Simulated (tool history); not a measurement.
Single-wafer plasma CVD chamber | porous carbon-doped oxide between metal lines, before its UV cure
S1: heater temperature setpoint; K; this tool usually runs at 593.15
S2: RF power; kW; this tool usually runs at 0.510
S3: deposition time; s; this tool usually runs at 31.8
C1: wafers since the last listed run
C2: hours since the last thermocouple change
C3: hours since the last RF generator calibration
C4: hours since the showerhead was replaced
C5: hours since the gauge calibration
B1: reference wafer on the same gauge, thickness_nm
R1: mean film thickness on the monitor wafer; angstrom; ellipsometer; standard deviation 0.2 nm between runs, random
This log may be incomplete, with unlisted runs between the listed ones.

{"run": 1, "day": 0.0, "S1": 593.15, "S2": 0.51, "S3": 31.8, "C1": 0, "C2": 2274.7, "C3": 1608.3, "C4": 8440.8, "C5": 302.1, "B1": 147.016, "R1": 1305.88}
{"run": 2, "day": 1.367, "S1": 593.15, "S2": 0.475, "S3": 31.8, "C1": 1360, "C2": 2307.5, "C3": 1641.1, "C4": 8473.6, "C5": 334.9, "B1": 146.84, "R1": 1257.2}
{"run": 3, "day": 2.467, "S1": 593.15, "S2": 0.51, "S3": 31.8, "C1": 1095, "C2": 2333.9, "C3": 1667.5, "C4": 8500.0, "C5": 361.3, "B1": 147.046, "R1": 1300.83}
{"run": 4, "day": 3.471, "S1": 593.15, "S2": 0.51, "S3": 31.8, "C1": 999, "C2": 2358.0, "C3": 1691.6, "C4": 8524.1, "C5": 385.4, "B1": 146.976, "R1": 1300.36}
{"run": 5, "day": 4.425, "S1": 593.15, "S2": 0.51, "S3": 31.8, "C1": 949, "C2": 2380.9, "C3": 1714.5, "C4": 8547.0, "C5": 408.3, "B1": 146.997, "R1": 1299.01}
{"run": 6, "day": 5.017, "S1": 593.15, "S2": 0.51, "S3": 31.8, "C1": 589, "C2": 2395.1, "C3": 1728.7, "C4": 8561.2, "C5": 422.5, "B1": 146.955, "R1": 1297.48}
{"run": 7, "day": 5.808, "S1": 593.15, "S2": 0.51, "S3": 31.8, "C1": 788, "C2": 2414.1, "C3": 1747.7, "C4": 8580.2, "C5": 441.5, "B1": 147.108, "R1": 1300.73}
{"run": 8, "day": 7.05, "S1": 604.15, "S2": 0.51, "S3": 31.8, "C1": 1236, "C2": 2443.9, "C3": 1777.5, "C4": 8610.0, "C5": 471.3, "B1": 147.077, "R1": 1236.59}
{"run": 9, "day": 8.217, "S1": 604.15, "S2": 0.51, "S3": 31.8, "C1": 1161, "C2": 2471.9, "C3": 1805.5, "C4": 8638.0, "C5": 499.3, "B1": 146.947, "R1": 1236.25}
{"run": 10, "day": 9.071, "S1": 593.15, "S2": 0.565, "S3": 31.8, "C1": 850, "C2": 2492.4, "C3": 1826.0, "C4": 8658.5, "C5": 519.8, "B1": 147.054, "R1": 1366.37}
{"day": 10.017, "done": "thermocouple changed; heater temperature recalibrated"}
{"run": 11, "day": 10.238, "S1": 593.15, "S2": 0.51, "S3": 31.8, "C1": 829, "C2": 5.3, "C3": 1854.0, "C4": 8686.5, "C5": 547.8, "B1": 147.069, "R1": 1268.37}
{"run": 12, "day": 11.638, "S1": 606.15, "S2": 0.45, "S3": 27.5, "C1": 1393, "C2": 38.9, "C3": 1887.6, "C4": 8720.1, "C5": 581.4, "B1": 147.046, "R1": 977.33}
{"run": 13, "day": 12.912, "S1": 593.15, "S2": 0.44, "S3": 31.8, "C1": 1269, "C2": 69.5, "C3": 1918.2, "C4": 8750.7, "C5": 612.0, "B1": 147.002, "R1": 1174.92}
{"day": 12.942, "done": "gauge calibrated"}
{"day": 13.762, "done": "RF generator calibrated"}
{"run": 14, "day": 13.783, "S1": 593.15, "S2": 0.51, "S3": 31.8, "C1": 535, "C2": 90.4, "C3": 0.5, "C4": 8771.6, "C5": 20.2, "B1": 146.876, "R1": 1329.09}
{"run": 15, "day": 15.012, "S1": 581.15, "S2": 0.51, "S3": 35.0, "C1": 1223, "C2": 119.9, "C3": 30.0, "C4": 8801.1, "C5": 49.7, "B1": 147.115, "R1": 1547.49}
{"run": 16, "day": 15.583, "S1": 605.15, "S2": 0.51, "S3": 31.8, "C1": 568, "C2": 133.6, "C3": 43.7, "C4": 8814.8, "C5": 63.4, "B1": 147.04, "R1": 1264.12}
{"run": 17, "day": 16.258, "S1": 579.15, "S2": 0.555, "S3": 37.9, "C1": 672, "C2": 149.8, "C3": 59.9, "C4": 8831.0, "C5": 79.6, "B1": 147.104, "R1": 1757.63}
{"day": 16.65, "done": "showerhead replaced"}
{"run": 18, "day": 17.117, "S1": 605.15, "S2": 0.51, "S3": 26.6, "C1": 522, "C2": 170.4, "C3": 80.5, "C4": 11.2, "C5": 100.2, "B1": 147.052, "R1": 1059.26}
{"run": 19, "day": 18.508, "S1": 593.15, "S2": 0.555, "S3": 36.9, "C1": 1385, "C2": 203.8, "C3": 113.9, "C4": 44.6, "C5": 133.6, "B1": 147.148, "R1": 1603.96}
{"run": 20, "day": 19.079, "S1": 579.15, "S2": 0.59, "S3": 31.8, "C1": 568, "C2": 217.5, "C3": 127.6, "C4": 58.3, "C5": 147.3, "B1": 147.061, "R1": 1523.59}
{"run": 21, "day": 20.017, "S1": 578.15, "S2": 0.59, "S3": 28.3, "C1": 933, "C2": 240.0, "C3": 150.1, "C4": 80.8, "C5": 169.8, "B1": 147.064, "R1": 1371.0}
{"run": 22, "day": 23.096, "S1": 581.15, "S2": 0.545, "S3": 31.8, "C1": 3065, "C2": 313.9, "C3": 224.0, "C4": 154.7, "C5": 243.7, "B1": 147.01, "R1": 1451.13}
{"run": 23, "day": 23.988, "S1": 593.15, "S2": 0.51, "S3": 31.8, "C1": 887, "C2": 335.3, "C3": 245.4, "C4": 176.1, "C5": 265.1, "B1": 147.018, "R1": 1330.85}

4 ways to go on from here, each from the tool as it stands after run 23. What would each give?
{"run": "A", "day": 24.004, "S1": 593.15, "S2": 0.51, "S3": 37.6, "C1": 16, "C2": 335.7, "C3": 245.8, "C4": 176.5, "C5": 265.5, "B1": "?", "R1": "?"}
{"run": "B", "day": 24.004, "S1": 593.15, "S2": 0.51, "S3": 34.4, "C1": 16, "C2": 335.7, "C3": 245.8, "C4": 176.5, "C5": 265.5, "B1": "?", "R1": "?"}
{"run": "C", "day": 24.004, "S1": 593.15, "S2": 0.51, "S3": 28.9, "C1": 16, "C2": 335.7, "C3": 245.8, "C4": 176.5, "C5": 265.5, "B1": "?", "R1": "?"}
{"run": "D", "day": 24.004, "S1": 601.15, "S2": 0.415, "S3": 37.8, "C1": 16, "C2": 335.7, "C3": 245.8, "C4": 176.5, "C5": 265.5, "B1": "?", "R1": "?"}

run=A B1=147.013 R1=1558.74
run=B B1=147.013 R1=1429.49
run=C B1=147.013 R1=1207.05
run=D B1=147.013 R1=1366.66
Stripped of hidden state, with their random variation kept, the same runs would have yielded:
run=A R1=1558.41
run=B R1=1429.18
run=C R1=1206.79
run=D R1=1367.96
